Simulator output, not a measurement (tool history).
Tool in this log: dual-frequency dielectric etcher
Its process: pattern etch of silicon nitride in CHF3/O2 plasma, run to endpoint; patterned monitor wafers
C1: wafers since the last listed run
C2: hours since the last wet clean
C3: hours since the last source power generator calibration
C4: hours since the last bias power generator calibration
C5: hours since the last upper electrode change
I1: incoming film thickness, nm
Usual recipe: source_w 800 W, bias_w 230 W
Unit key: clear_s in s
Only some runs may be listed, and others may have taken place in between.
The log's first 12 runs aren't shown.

{"run": 13, "hour": 157.8, "source_w": 750, "bias_w": 214, "C1": 169, "C2": 594.4, "C3": 77.2, "C4": 10.1, "C5": 46.8, "I1": 53, "clear_s": 31.4}
{"run": 14, "hour": 166.2, "source_w": 890, "bias_w": 249, "C1": 148, "C2": 602.8, "C3": 85.6, "C4": 18.5, "C5": 55.2, "I1": 53, "clear_s": 28}
{"run": 15, "hour": 173.4, "source_w": 800, "bias_w": 198, "C1": 127, "C2": 610, "C3": 92.8, "C4": 25.7, "C5": 62.4, "I1": 53.3, "clear_s": 31.4}
{"hour": 207.6, "done": "wet clean of the chamber"}
{"run": 16, "hour": 208.1, "source_w": 930, "bias_w": 269, "C1": 189, "C2": 0.5, "C3": 127.5, "C4": 60.4, "C5": 97.1, "I1": 53.3, "clear_s": 26.1}
{"run": 17, "hour": 208.5, "source_w": 710, "bias_w": 189, "C1": 7, "C2": 0.9, "C3": 127.9, "C4": 60.8, "C5": 97.5, "I1": 52.9, "clear_s": 31.9}
{"run": 18, "hour": 216.2, "source_w": 700, "bias_w": 189, "C1": 136, "C2": 8.6, "C3": 135.6, "C4": 68.5, "C5": 105.2, "I1": 52.3, "clear_s": 31.9}
{"run": 19, "hour": 225.2, "source_w": 850, "bias_w": 230, "C1": 159, "C2": 17.6, "C3": 144.6, "C4": 77.5, "C5": 114.2, "I1": 53.1, "clear_s": 28.4}
{"run": 20, "hour": 236.2, "source_w": 640, "bias_w": 204, "C1": 194, "C2": 28.6, "C3": 155.6, "C4": 88.5, "C5": 125.2, "I1": 52.8, "clear_s": 32.7}
{"run": 21, "hour": 242.3, "source_w": 800, "bias_w": 193, "C1": 107, "C2": 34.7, "C3": 161.7, "C4": 94.6, "C5": 131.3, "I1": 52.9, "clear_s": 30.3}
{"run": 22, "hour": 259.3, "source_w": 730, "bias_w": 230, "C1": 300, "C2": 51.7, "C3": 178.7, "C4": 111.6, "C5": 148.3, "I1": 53.8, "clear_s": 30.7}
{"run": 23, "hour": 273.8, "source_w": 800, "bias_w": 230, "C1": 256, "C2": 66.2, "C3": 193.2, "C4": 126.1, "C5": 162.8, "I1": 52.7, "clear_s": 28.9}
{"run": 24, "hour": 282.7, "source_w": 660, "bias_w": 230, "C1": 157, "C2": 75.1, "C3": 202.1, "C4": 135, "C5": 171.7, "I1": 53, "clear_s": 31.4}
{"run": 25, "hour": 296.6, "source_w": 740, "bias_w": 264, "C1": 245, "C2": 89, "C3": 216, "C4": 148.9, "C5": 185.6, "I1": 53, "clear_s": 28.8}
{"run": 26, "hour": 304.0, "source_w": 730, "bias_w": 196, "C1": 130, "C2": 96.4, "C3": 223.4, "C4": 156.3, "C5": 193, "I1": 53, "clear_s": 31.5}
{"run": 27, "hour": 321.7, "source_w": 800, "bias_w": 230, "C1": 313, "C2": 114.1, "C3": 241.1, "C4": 174, "C5": 210.7, "I1": 52.5, "clear_s": 28.9}
{"run": 28, "hour": 329.5, "source_w": 800, "bias_w": 184, "C1": 138, "C2": 121.9, "C3": 248.9, "C4": 181.8, "C5": 218.5, "I1": 52.7, "clear_s": 30.7}
{"run": 29, "hour": 343.9, "source_w": 800, "bias_w": 230, "C1": 254, "C2": 136.3, "C3": 263.3, "C4": 196.2, "C5": 232.9, "I1": 52.5, "clear_s": 28.7}
{"run": 30, "hour": 351.1, "source_w": 800, "bias_w": 230, "C1": 127, "C2": 143.5, "C3": 270.5, "C4": 203.4, "C5": 240.1, "I1": 52.7, "clear_s": 29}
{"run": 31, "hour": 366.2, "source_w": 880, "bias_w": 230, "C1": 267, "C2": 158.6, "C3": 285.6, "C4": 218.5, "C5": 255.2, "I1": 52.8, "clear_s": 27.9}
{"run": 32, "hour": 382.8, "source_w": 960, "bias_w": 189, "C1": 293, "C2": 175.2, "C3": 302.2, "C4": 235.1, "C5": 271.8, "I1": 53, "clear_s": 28.5}
{"run": 33, "hour": 391.8, "source_w": 800, "bias_w": 230, "C1": 159, "C2": 184.2, "C3": 311.2, "C4": 244.1, "C5": 280.8, "I1": 52.4, "clear_s": 28.7}
{"run": 34, "hour": 402.3, "source_w": 800, "bias_w": 230, "C1": 185, "C2": 194.7, "C3": 321.7, "C4": 254.6, "C5": 291.3, "I1": 53.2, "clear_s": 29.3}
{"run": 35, "hour": 411.5, "source_w": 950, "bias_w": 186, "C1": 162, "C2": 203.9, "C3": 330.9, "C4": 263.8, "C5": 300.5, "I1": 52.6, "clear_s": 28.8}

Here are 4 independent what-if runs from the current tool condition. What would each one return?
{"run": "A", "hour": 411.9, "source_w": 800, "bias_w": 230, "C1": 7, "C2": 204.3, "C3": 331.3, "C4": 264.2, "C5": 300.9, "I1": 53.1, "clear_s": "?"}
{"run": "B", "hour": 411.9, "source_w": 1000, "bias_w": 258, "C1": 7, "C2": 204.3, "C3": 331.3, "C4": 264.2, "C5": 300.9, "I1": 53.1, "clear_s": "?"}
{"run": "C", "hour": 411.9, "source_w": 660, "bias_w": 202, "C1": 7, "C2": 204.3, "C3": 331.3, "C4": 264.2, "C5": 300.9, "I1": 53.1, "clear_s": "?"}
{"run": "D", "hour": 411.9, "source_w": 800, "bias_w": 194, "C1": 7, "C2": 204.3, "C3": 331.3, "C4": 264.2, "C5": 300.9, "I1": 53.1, "clear_s": "?"}

run=A clear_s=29.4
run=B clear_s=25.9
run=C clear_s=33.1
run=D clear_s=30.9
Without the tool's hidden state the same runs would have given:
run=A clear_s=29
run=B clear_s=25.6
run=C clear_s=32.7
run=D clear_s=30.5
